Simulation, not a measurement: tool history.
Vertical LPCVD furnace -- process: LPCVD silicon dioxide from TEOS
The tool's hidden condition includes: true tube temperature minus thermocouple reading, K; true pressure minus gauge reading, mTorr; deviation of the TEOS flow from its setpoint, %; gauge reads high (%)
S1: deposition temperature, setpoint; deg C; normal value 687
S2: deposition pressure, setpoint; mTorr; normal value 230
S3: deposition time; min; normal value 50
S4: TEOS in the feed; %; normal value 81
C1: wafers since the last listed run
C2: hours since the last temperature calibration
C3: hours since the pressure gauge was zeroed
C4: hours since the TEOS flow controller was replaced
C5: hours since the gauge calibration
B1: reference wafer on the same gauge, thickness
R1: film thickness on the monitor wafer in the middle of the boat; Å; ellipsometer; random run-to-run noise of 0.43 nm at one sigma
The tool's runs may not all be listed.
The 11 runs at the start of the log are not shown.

run	hour	S1	S2	S3	S4	C1	C2	C3	C4	C5	B1	R1
12	362	687	230	54.5	92	306	56.7	14	5237.5	529.4	215.93	2717.6
13	392.3	687	230	54.5	92	688	87	44.3	5267.8	559.7	216.01	2737.7
14	411.4	687	230	50	81	434	106.1	63.4	5286.9	578.8	216.01	2355.5
15	443.6	687	230	50	81	732	138.3	95.6	5319.1	611	215.99	2360.6
16	458.6	687	230	50	81	341	153.3	110.6	5334.1	626	216.1	2363.9
17	479	687	230	50	81	463	173.7	131	5354.5	646.4	215.91	2358.7
18	513.8	687	230	43.5	75	791	208.5	165.8	5389.3	681.2	215.96	1978.8
19	530.6	683	230	65.5	66	381	225.3	182.6	5406.1	698	215.96	2552.8
# hour 576.9: TEOS flow controller replaced
20	577.4	692	215	38.5	68	518	272.1	229.4	0.5	744.8	216.12	1824.4
21	583.9	679	230	50	81	147	278.6	235.9	7	751.3	216.07	1963.6
22	596.3	687	185	50	88	281	291	248.3	19.4	763.7	215.81	2221.7
# hour 611: gauge calibrated
23	628	691	230	50	81	720	322.7	280	51.1	17	215.89	2619.4
24	641.9	692	230	50	81	316	336.6	293.9	65	30.9	215.95	2689
25	668.9	693	230	50	81	613	363.6	320.9	92	57.9	216.03	2743.4
26	696.7	687	195	69.5	68	632	391.4	348.7	119.8	85.7	215.91	2802.8
27	732.2	687	230	50	81	807	426.9	384.2	155.3	121.2	215.92	2392.6
28	817.8	687	280	50	81	1946	512.5	469.8	240.9	206.8	216.03	2653.1
29	833.7	687	230	33	81	361	528.4	485.7	256.8	222.7	215.89	1584.8

Estimate the outcome of run 30 from the log above:
30	851.7	687	230	68	81	409	546.4	503.7	274.8	240.7	?	?

{"run 30": {"B1": 216.02, "R1": 3263}}
With the hidden condition absent and the run-to-run variation left alone, this run would have shown R1 3161.8 Å.
